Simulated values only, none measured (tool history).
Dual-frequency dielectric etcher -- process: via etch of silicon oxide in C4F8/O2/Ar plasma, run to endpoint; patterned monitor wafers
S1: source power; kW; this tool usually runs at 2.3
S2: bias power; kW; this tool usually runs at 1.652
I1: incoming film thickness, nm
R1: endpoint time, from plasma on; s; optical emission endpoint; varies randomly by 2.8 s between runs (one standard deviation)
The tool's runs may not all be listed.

run 1 hour=0 | S1=2.3 S2=1.652 | I1=1792.7 | R1=347.9
run 2 hour=37.2 | S1=2.3 S2=1.652 | I1=1797.7 | R1=343.5
run 3 hour=88.7 | S1=1.96 S2=1.652 | I1=1784.2 | R1=366.6
run 4 hour=196.5 | S1=1.96 S2=1.652 | I1=1815.1 | R1=374.3
run 5 hour=286 | S1=1.96 S2=1.652 | I1=1787.8 | R1=372.7
run 6 hour=385.6 | S1=2.3 S2=1.652 | I1=1784 | R1=354.4
run 7 hour=491.4 | S1=2.3 S2=1.652 | I1=1805.4 | R1=321.5
run 8 hour=551.2 | S1=2.3 S2=1.652 | I1=1814.1 | R1=326.2
run 9 hour=605.4 | S1=2.3 S2=1.652 | I1=1809.9 | R1=329.2
run 10 hour=679.2 | S1=2.3 S2=1.652 | I1=1812.8 | R1=332.2
run 11 hour=760.7 | S1=2.3 S2=1.436 | I1=1795.4 | R1=331.7
run 12 hour=831.1 | S1=2.3 S2=1.436 | I1=1820.4 | R1=338.3
run 13 hour=876.1 | S1=2.3 S2=1.436 | I1=1795.6 | R1=334.2
run 14 hour=937.3 | S1=2.3 S2=1.652 | I1=1841.3 | R1=351.7
run 15 hour=973.4 | S1=2.3 S2=1.862 | I1=1808.3 | R1=342.3
run 16 hour=1030.9 | S1=2.12 S2=1.918 | I1=1804.9 | R1=351.3
run 17 hour=1071.2 | S1=2.3 S2=1.652 | I1=1787 | R1=342.4
run 18 hour=1170.8 | S1=2.78 S2=1.369 | I1=1810.3 | R1=336
run 19 hour=1241.5 | S1=2.67 S2=1.287 | I1=1793.5 | R1=340.4
run 20 hour=1320.8 | S1=2.8 S2=1.272 | I1=1785.3 | R1=338.3
run 21 hour=1427.7 | S1=2.3 S2=1.652 | I1=1800.4 | R1=355.4
run 22 hour=1466.7 | S1=1.87 S2=1.433 | I1=1778.4 | R1=368.6
run 23 hour=1525.1 | S1=2.02 S2=1.38 | I1=1816.8 | R1=374
run 24 hour=1598 | S1=2.77 S2=1.956 | I1=1786.7 | R1=315.6
run 25 hour=1688.8 | S1=2.3 S2=1.652 | I1=1800.3 | R1=349.2
run 26 hour=1755.4 | S1=1.75 S2=1.894 | I1=1807.8 | R1=382
run 27 hour=2048.3 | S1=1.89 S2=1.652 | I1=1793.4 | R1=375.9
run 28 hour=2094.5 | S1=2.3 S2=2.062 | I1=1774.4 | R1=340.8
run 29 hour=2167.3 | S1=2.86 S2=1.531 | I1=1796.7 | R1=322.3
run 30 hour=2222.9 | S1=2.54 S2=1.402 | I1=1795.6 | R1=343.4
run 31 hour=2329.7 | S1=2.7 S2=1.652 | I1=1788.1 | R1=330.7
run 32 hour=2412.2 | S1=1.95 S2=1.527 | I1=1787 | R1=375.5
run 33 hour=2466.1 | S1=2.3 S2=1.652 | I1=1788.2 | R1=351.2
run 34 hour=2561.4 | S1=2.3 S2=1.652 | I1=1790.2 | R1=348.2

The log once held 7 entries between its listed runs, left out of this copy. Where does each go, and what is different about the tool's unlogged condition between the listed run before it and the listed run after it?
In the gap between runs 6 and 7: wet clean of the chamber (hour 410.6)
  etch rate over this chamber's usual, %: -3.87 -> 6.51
  what was measured, less what the result would be without the hidden state, R1: +13.7 -> -20.9 s
In the gap between runs 7 and 8: bias power generator calibrated (hour 541.5)
  etch rate over this chamber's usual, %: 6.51 -> 6.18
  what was measured, less what the result would be without the hidden state, R1: -20.9 -> -20.1 s
In the gap between runs 10 and 11: upper electrode replaced (hour 719.5)
  etch rate over this chamber's usual, %: 5.46 -> 5.01
  what was measured, less what the result would be without the hidden state, R1: -18.1 -> -16.6 s
In the gap between runs 13 and 14: wet clean of the chamber, repeated, since the last time left the tool worse (hour 919.8)
  etch rate over this chamber's usual, %: 4.36 -> 0.226
  what was measured, less what the result would be without the hidden state, R1: -14.6 -> -0.7 s
In the gap between runs 19 and 20: source power generator calibrated (hour 1254.2)
  etch rate over this chamber's usual, %: -1.47 -> -1.91
  what was measured, less what the result would be without the hidden state, R1: +5 -> +6.5 s
In the gap between runs 21 and 22: wet clean of the chamber (hour 1455)
  etch rate over this chamber's usual, %: -2.51 -> -0.198
  what was measured, less what the result would be without the hidden state, R1: +8.9 -> +0.7 s
In the gap between runs 28 and 29: wet clean of the chamber (hour 2127.5)
  etch rate over this chamber's usual, %: -3.7 -> -0.524
  what was measured, less what the result would be without the hidden state, R1: +12.7 -> +1.7 s

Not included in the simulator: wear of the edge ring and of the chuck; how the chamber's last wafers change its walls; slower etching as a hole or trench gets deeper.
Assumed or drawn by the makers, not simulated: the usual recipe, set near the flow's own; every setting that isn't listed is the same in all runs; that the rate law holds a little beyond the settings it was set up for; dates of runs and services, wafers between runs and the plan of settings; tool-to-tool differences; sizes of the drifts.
